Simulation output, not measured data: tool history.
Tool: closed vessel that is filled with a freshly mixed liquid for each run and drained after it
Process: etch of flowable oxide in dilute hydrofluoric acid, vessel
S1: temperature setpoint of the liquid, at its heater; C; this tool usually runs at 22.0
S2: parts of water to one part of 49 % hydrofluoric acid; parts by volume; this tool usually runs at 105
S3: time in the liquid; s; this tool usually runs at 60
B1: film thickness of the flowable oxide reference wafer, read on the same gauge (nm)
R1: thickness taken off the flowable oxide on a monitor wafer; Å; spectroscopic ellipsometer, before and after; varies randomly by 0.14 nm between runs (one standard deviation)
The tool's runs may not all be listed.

run 1 hour=0.0 | S1=22.0 S2=105 S3=60 | B1=60.04 | R1=191.2
run 2 hour=7.5 | S1=22.0 S2=105 S3=60 | B1=60.03 | R1=189.9
run 3 hour=18.9 | S1=22.0 S2=105 S3=60 | B1=60.00 | R1=190.6
run 4 hour=29.3 | S1=22.0 S2=105 S3=60 | B1=60.02 | R1=191.0
run 5 hour=46.7 | S1=22.0 S2=105 S3=60 | B1=60.04 | R1=189.2
run 6 hour=54.5 | S1=22.0 S2=105 S3=60 | B1=60.02 | R1=189.4
run 7 hour=71.7 | S1=22.0 S2=105 S3=60 | B1=59.99 | R1=188.5
run 8 hour=82.2 | S1=22.0 S2=105 S3=60 | B1=59.97 | R1=188.9
run 9 hour=92.1 | S1=22.0 S2=105 S3=60 | B1=59.97 | R1=191.4
run 10 hour=99.1 | S1=22.0 S2=105 S3=60 | B1=59.98 | R1=187.5
-- hour=99.9 gauge calibrated
run 11 hour=106.5 | S1=22.0 S2=105 S3=70 | B1=59.96 | R1=220.7
run 12 hour=120.5 | S1=22.0 S2=90 S3=60 | B1=59.98 | R1=222.3
run 13 hour=135.0 | S1=22.0 S2=105 S3=35 | B1=60.01 | R1=109.8
run 14 hour=150.0 | S1=18.0 S2=125 S3=60 | B1=60.02 | R1=131.8
run 15 hour=158.9 | S1=22.0 S2=105 S3=60 | B1=60.01 | R1=187.7
run 16 hour=175.3 | S1=17.5 S2=120 S3=60 | B1=60.00 | R1=135.3
-- hour=188.8 hydrofluoric acid flow meter replaced
run 17 hour=192.7 | S1=20.0 S2=105 S3=30 | B1=60.00 | R1=85.8
run 18 hour=199.7 | S1=17.5 S2=105 S3=60 | B1=60.00 | R1=154.5
run 19 hour=216.6 | S1=23.5 S2=105 S3=60 | B1=60.00 | R1=198.0
run 20 hour=230.9 | S1=24.0 S2=105 S3=35 | B1=60.03 | R1=119.2
run 21 hour=241.2 | S1=17.0 S2=105 S3=60 | B1=60.01 | R1=151.7
-- hour=243.2 thermometer replaced
run 22 hour=257.4 | S1=22.0 S2=105 S3=60 | B1=60.01 | R1=207.0
run 23 hour=266.2 | S1=22.0 S2=105 S3=60 | B1=59.99 | R1=207.9
run 24 hour=280.4 | S1=25.0 S2=105 S3=60 | B1=60.01 | R1=231.3
run 25 hour=295.4 | S1=24.0 S2=135 S3=60 | B1=60.02 | R1=170.2
run 26 hour=308.6 | S1=22.0 S2=105 S3=60 | B1=59.99 | R1=207.8
run 27 hour=321.6 | S1=20.5 S2=80 S3=35 | B1=60.01 | R1=154.2
run 28 hour=331.3 | S1=22.0 S2=150 S3=60 | B1=60.04 | R1=136.5
run 29 hour=341.1 | S1=25.0 S2=105 S3=60 | B1=60.00 | R1=231.9
run 30 hour=350.2 | S1=22.0 S2=105 S3=60 | B1=60.02 | R1=207.8
run 31 hour=367.3 | S1=26.0 S2=90 S3=30 | B1=59.98 | R1=143.0
run 32 hour=409.2 | S1=22.0 S2=85 S3=60 | B1=59.99 | R1=262.1
run 33 hour=422.4 | S1=22.0 S2=105 S3=40 | B1=60.00 | R1=137.9
run 34 hour=436.0 | S1=22.0 S2=130 S3=60 | B1=59.98 | R1=160.7
run 35 hour=444.8 | S1=25.0 S2=140 S3=60 | B1=60.00 | R1=165.9

Branching from run 35: 3 alternative next runs. What would each branch give?
run A hour=445.5 | S1=22.0 S2=105 S3=60 | B1=? | R1=?
run B hour=445.5 | S1=22.0 S2=105 S3=75 | B1=? | R1=?
run C hour=445.5 | S1=20.5 S2=145 S3=85 | B1=? | R1=?

run=A B1=59.99 R1=209.8
run=B B1=59.99 R1=262.2
run=C B1=59.99 R1=193.9
With no hidden state in the tool, these same runs would have given:
run=A R1=214.5
run=B R1=268.1
run=C R1=198.2

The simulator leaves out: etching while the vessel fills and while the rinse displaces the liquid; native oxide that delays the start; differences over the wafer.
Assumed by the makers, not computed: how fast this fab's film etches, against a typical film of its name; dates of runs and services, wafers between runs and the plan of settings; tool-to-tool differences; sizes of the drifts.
